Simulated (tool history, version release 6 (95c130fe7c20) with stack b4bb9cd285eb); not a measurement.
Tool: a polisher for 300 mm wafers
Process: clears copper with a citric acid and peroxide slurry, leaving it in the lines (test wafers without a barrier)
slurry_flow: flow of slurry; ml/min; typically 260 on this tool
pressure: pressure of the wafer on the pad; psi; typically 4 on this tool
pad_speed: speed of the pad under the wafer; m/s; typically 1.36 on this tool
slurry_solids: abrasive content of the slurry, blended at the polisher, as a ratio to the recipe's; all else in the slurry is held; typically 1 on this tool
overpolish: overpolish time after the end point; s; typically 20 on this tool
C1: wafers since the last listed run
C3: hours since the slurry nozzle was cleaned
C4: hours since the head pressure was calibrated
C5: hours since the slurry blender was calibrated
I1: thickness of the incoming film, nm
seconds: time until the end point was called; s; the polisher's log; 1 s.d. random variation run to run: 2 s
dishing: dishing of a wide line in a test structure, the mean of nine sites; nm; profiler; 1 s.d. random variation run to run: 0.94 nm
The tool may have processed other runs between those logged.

{"run": 1, "hour": 0.0, "slurry_flow": 260, "pressure": 4, "pad_speed": 1.1, "slurry_solids": 1, "overpolish": 20, "C1": 0, "wafers polished on this pad": 1599, "C3": 76.6, "C4": 1173.6, "C5": 530, "I1": 373.3, "seconds": 149.5, "dishing": 40.8}
{"hour": 57.8, "done": "head pressure recalibrated"}
{"run": 2, "hour": 77.2, "slurry_flow": 260, "pressure": 4, "pad_speed": 1.36, "slurry_solids": 1, "overpolish": 20, "C1": 468, "wafers polished on this pad": 2067, "C3": 153.8, "C4": 19.4, "C5": 607.2, "I1": 378.7, "seconds": 129.7, "dishing": 45.6}
{"run": 3, "hour": 164.4, "slurry_flow": 260, "pressure": 4, "pad_speed": 1.1, "slurry_solids": 1, "overpolish": 20, "C1": 543, "wafers polished on this pad": 2611, "C3": 241, "C4": 106.6, "C5": 694.4, "I1": 373.1, "seconds": 150.9, "dishing": 42.4}
{"hour": 215.7, "done": "slurry blender recalibrated"}
{"run": 4, "hour": 216.0, "slurry_flow": 260, "pressure": 4, "pad_speed": 1.36, "slurry_solids": 1, "overpolish": 20, "C1": 308, "wafers polished on this pad": 2919, "C3": 292.6, "C4": 158.2, "C5": 0.3, "I1": 380.5, "seconds": 123.5, "dishing": 51.7}
{"run": 5, "hour": 278.0, "slurry_flow": 260, "pressure": 4, "pad_speed": 1.36, "slurry_solids": 1, "overpolish": 20, "C1": 386, "wafers polished on this pad": 3306, "C3": 354.6, "C4": 220.2, "C5": 62.3, "I1": 380.3, "seconds": 128.2, "dishing": 47.7}
{"run": 6, "hour": 360.3, "slurry_flow": 260, "pressure": 5, "pad_speed": 1.36, "slurry_solids": 1, "overpolish": 20, "C1": 512, "wafers polished on this pad": 3818, "C3": 436.9, "C4": 302.5, "C5": 144.6, "I1": 371.3, "seconds": 102.7, "dishing": 55.2}
{"run": 7, "hour": 433.1, "slurry_flow": 260, "pressure": 4, "pad_speed": 1.36, "slurry_solids": 1, "overpolish": 12, "C1": 453, "wafers polished on this pad": 4272, "C3": 509.7, "C4": 375.3, "C5": 217.4, "I1": 381.2, "seconds": 130.6, "dishing": 30.9}
{"hour": 446.0, "done": "worn pad replaced by a new one"}
{"run": 8, "hour": 502.7, "slurry_flow": 335, "pressure": 4, "pad_speed": 1.36, "slurry_solids": 1, "overpolish": 20, "C1": 408, "wafers polished on this pad": 353, "C3": 579.3, "C4": 444.9, "C5": 287, "I1": 377.5, "seconds": 127.4, "dishing": 48.3}
{"hour": 543.3, "done": "slurry nozzle cleaned"}
{"run": 9, "hour": 545.1, "slurry_flow": 320, "pressure": 4, "pad_speed": 1.36, "slurry_solids": 1.2, "overpolish": 20, "C1": 257, "wafers polished on this pad": 611, "C3": 1.8, "C4": 487.3, "C5": 329.4, "I1": 379.5, "seconds": 126.2, "dishing": 50.4}
{"run": 10, "hour": 605.4, "slurry_flow": 260, "pressure": 4, "pad_speed": 1.36, "slurry_solids": 1, "overpolish": 20, "C1": 375, "wafers polished on this pad": 986, "C3": 62.1, "C4": 547.6, "C5": 389.7, "I1": 373.6, "seconds": 126.1, "dishing": 47.4}
{"run": 11, "hour": 677.8, "slurry_flow": 260, "pressure": 3.4, "pad_speed": 1.54, "slurry_solids": 1.15, "overpolish": 20, "C1": 450, "wafers polished on this pad": 1437, "C3": 134.5, "C4": 620, "C5": 462.1, "I1": 376.9, "seconds": 134.9, "dishing": 47.1}
{"run": 12, "hour": 746.6, "slurry_flow": 260, "pressure": 5.2, "pad_speed": 1.04, "slurry_solids": 1.25, "overpolish": 25, "C1": 428, "wafers polished on this pad": 1866, "C3": 203.3, "C4": 688.8, "C5": 530.9, "I1": 373.2, "seconds": 122.8, "dishing": 57.4}
{"run": 13, "hour": 792.5, "slurry_flow": 260, "pressure": 4, "pad_speed": 1.02, "slurry_solids": 0.85, "overpolish": 30, "C1": 285, "wafers polished on this pad": 2151, "C3": 249.2, "C4": 734.7, "C5": 576.8, "I1": 379.1, "seconds": 159.8, "dishing": 56.6}
{"run": 14, "hour": 882.8, "slurry_flow": 260, "pressure": 4.4, "pad_speed": 0.96, "slurry_solids": 1, "overpolish": 15, "C1": 562, "wafers polished on this pad": 2714, "C3": 339.5, "C4": 825, "C5": 667.1, "I1": 367.2, "seconds": 146.2, "dishing": 32.7}
{"run": 15, "hour": 935.2, "slurry_flow": 230, "pressure": 3.3, "pad_speed": 1.8, "slurry_solids": 1, "overpolish": 14, "C1": 326, "wafers polished on this pad": 3040, "C3": 391.9, "C4": 877.4, "C5": 719.5, "I1": 367.9, "seconds": 128.5, "dishing": 35.5}
{"hour": 971.8, "done": "slurry blender recalibrated"}
{"run": 16, "hour": 973.2, "slurry_flow": 260, "pressure": 4.5, "pad_speed": 1.36, "slurry_solids": 1.15, "overpolish": 20, "C1": 224, "wafers polished on this pad": 3264, "C3": 429.9, "C4": 915.4, "C5": 1.4, "I1": 382.3, "seconds": 108.9, "dishing": 54.2}
{"run": 17, "hour": 1012.7, "slurry_flow": 315, "pressure": 4, "pad_speed": 1.36, "slurry_solids": 1, "overpolish": 20, "C1": 246, "wafers polished on this pad": 3510, "C3": 469.4, "C4": 954.9, "C5": 40.9, "I1": 376.6, "seconds": 119.7, "dishing": 50.8}
{"run": 18, "hour": 1072.8, "slurry_flow": 260, "pressure": 4, "pad_speed": 1.36, "slurry_solids": 1, "overpolish": 20, "C1": 374, "wafers polished on this pad": 3885, "C3": 529.5, "C4": 1015, "C5": 101, "I1": 371.4, "seconds": 121.5, "dishing": 49.1}
{"run": 19, "hour": 1155.8, "slurry_flow": 290, "pressure": 3.3, "pad_speed": 1.6, "slurry_solids": 0.85, "overpolish": 20, "C1": 516, "wafers polished on this pad": 4402, "C3": 612.5, "C4": 1098, "C5": 184, "I1": 369.2, "seconds": 130.2, "dishing": 45.9}
{"hour": 1225.5, "done": "worn pad replaced by a new one"}
{"hour": 1234.9, "done": "slurry nozzle cleaned"}
{"run": 20, "hour": 1254.9, "slurry_flow": 180, "pressure": 4, "pad_speed": 1.36, "slurry_solids": 1, "overpolish": 20, "C1": 586, "wafers polished on this pad": 176, "C3": 20, "C4": 1197.1, "C5": 283.1, "I1": 374.5, "seconds": 134.6, "dishing": 45.2}
{"run": 21, "hour": 1361.4, "slurry_flow": 205, "pressure": 4, "pad_speed": 1.2, "slurry_solids": 1, "overpolish": 29, "C1": 663, "wafers polished on this pad": 840, "C3": 126.5, "C4": 1303.6, "C5": 389.6, "I1": 377.5, "seconds": 143.9, "dishing": 56.3}
{"hour": 1411.1, "done": "head pressure recalibrated"}
{"run": 22, "hour": 1626.2, "slurry_flow": 340, "pressure": 4, "pad_speed": 1.5, "slurry_solids": 1.25, "overpolish": 9, "C1": 1636, "wafers polished on this pad": 2476, "C3": 391.3, "C4": 215.1, "C5": 654.4, "I1": 375.2, "seconds": 116.1, "dishing": 25.9}
{"hour": 1691.6, "done": "slurry blender recalibrated"}
{"run": 23, "hour": 1711.5, "slurry_flow": 260, "pressure": 4.8, "pad_speed": 1.36, "slurry_solids": 1, "overpolish": 31, "C1": 518, "wafers polished on this pad": 2995, "C3": 476.6, "C4": 300.4, "C5": 19.9, "I1": 371.6, "seconds": 106.5, "dishing": 76.1}
{"run": 24, "hour": 1819.2, "slurry_flow": 260, "pressure": 4, "pad_speed": 1.36, "slurry_solids": 1, "overpolish": 17, "C1": 670, "wafers polished on this pad": 3666, "C3": 584.3, "C4": 408.1, "C5": 127.6, "I1": 375.1, "seconds": 123.1, "dishing": 41.3}
{"hour": 1831.7, "done": "worn pad replaced by a new one"}
{"run": 25, "hour": 1898.9, "slurry_flow": 225, "pressure": 3.2, "pad_speed": 0.94, "slurry_solids": 1, "overpolish": 20, "C1": 471, "wafers polished on this pad": 418, "C3": 664, "C4": 487.8, "C5": 207.3, "I1": 371.6, "seconds": 185.1, "dishing": 35.1}
{"run": 26, "hour": 1976.7, "slurry_flow": 350, "pressure": 5.3, "pad_speed": 1.36, "slurry_solids": 1, "overpolish": 20, "C1": 484, "wafers polished on this pad": 903, "C3": 741.8, "C4": 565.6, "C5": 285.1, "I1": 374.5, "seconds": 104.1, "dishing": 57.1}
{"hour": 1997.7, "done": "slurry nozzle cleaned"}
{"run": 27, "hour": 2014.8, "slurry_flow": 170, "pressure": 3.4, "pad_speed": 1.52, "slurry_solids": 1.25, "overpolish": 20, "C1": 231, "wafers polished on this pad": 1134, "C3": 17.1, "C4": 603.7, "C5": 323.2, "I1": 380.3, "seconds": 142.6, "dishing": 43.5}

Hidden condition of the tool, last listed run before each entry between runs versus first listed run after:
Runs 1 to 2: head pressure recalibrated (hour 57.8)
  abrasive missing from the slurry, %: 36.3 -> 37.4
  the result without the hidden state subtracted from the measured one, seconds: +12.5 -> +11.2 s; dishing: -2.9 -> -3.3 nm
Runs 3 to 4: slurry blender recalibrated (hour 215.7)
  abrasive missing from the slurry, %: 38.3 -> 2.51
  the result without the hidden state subtracted from the measured one, seconds: +13.4 -> +0.6 s; dishing: -3.3 -> -0.2 nm
Runs 7 to 8: worn pad replaced by a new one (hour 446)
  abrasive missing from the slurry, %: 24.6 -> 28.3
  the result without the hidden state subtracted from the measured one, seconds: +7.1 -> +8.1 s; dishing: -1.5 -> -2.4 nm
Runs 8 to 9: slurry nozzle cleaned (hour 543.3)
  abrasive missing from the slurry, %: 28.3 -> 30.1
  the result without the hidden state subtracted from the measured one, seconds: +8.1 -> +8.7 s; dishing: -2.4 -> -2.7 nm
Runs 15 to 16: slurry blender recalibrated (hour 971.8)
  abrasive missing from the slurry, %: 37.5 -> 0.703
  the result without the hidden state subtracted from the measured one, seconds: +11.1 -> +0.1 s; dishing: -2.8 -> -0.1 nm
Runs 19 to 20: worn pad replaced by a new one (hour 1225.5); slurry nozzle cleaned (hour 1234.9)
  abrasive missing from the slurry, %: 20.4 -> 26.2
  the result without the hidden state subtracted from the measured one, seconds: +5.6 -> +7.8 s; dishing: -1.5 -> -2.2 nm
Runs 21 to 22: head pressure recalibrated (hour 1411.1)
  abrasive missing from the slurry, %: 30.2 -> 35
  the result without the hidden state subtracted from the measured one, seconds: +9.7 -> +9.5 s; dishing: -2.8 -> -2 nm
Runs 22 to 23: slurry blender recalibrated (hour 1691.6)
  abrasive missing from the slurry, %: 35 -> 8.75
  the result without the hidden state subtracted from the measured one, seconds: +9.5 -> +1.9 s; dishing: -2 -> -0.9 nm
Runs 24 to 25: worn pad replaced by a new one (hour 1831.7)
  abrasive missing from the slurry, %: 21.1 -> 27.3
  the result without the hidden state subtracted from the measured one, seconds: +5.6 -> +11.2 s; dishing: -1.5 -> -1.9 nm
Runs 26 to 27: slurry nozzle cleaned (hour 1997.7)
  abrasive missing from the slurry, %: 31.6 -> 33.2
  the result without the hidden state subtracted from the measured one, seconds: +7.4 -> +11 s; dishing: -3.2 -> -2.8 nm
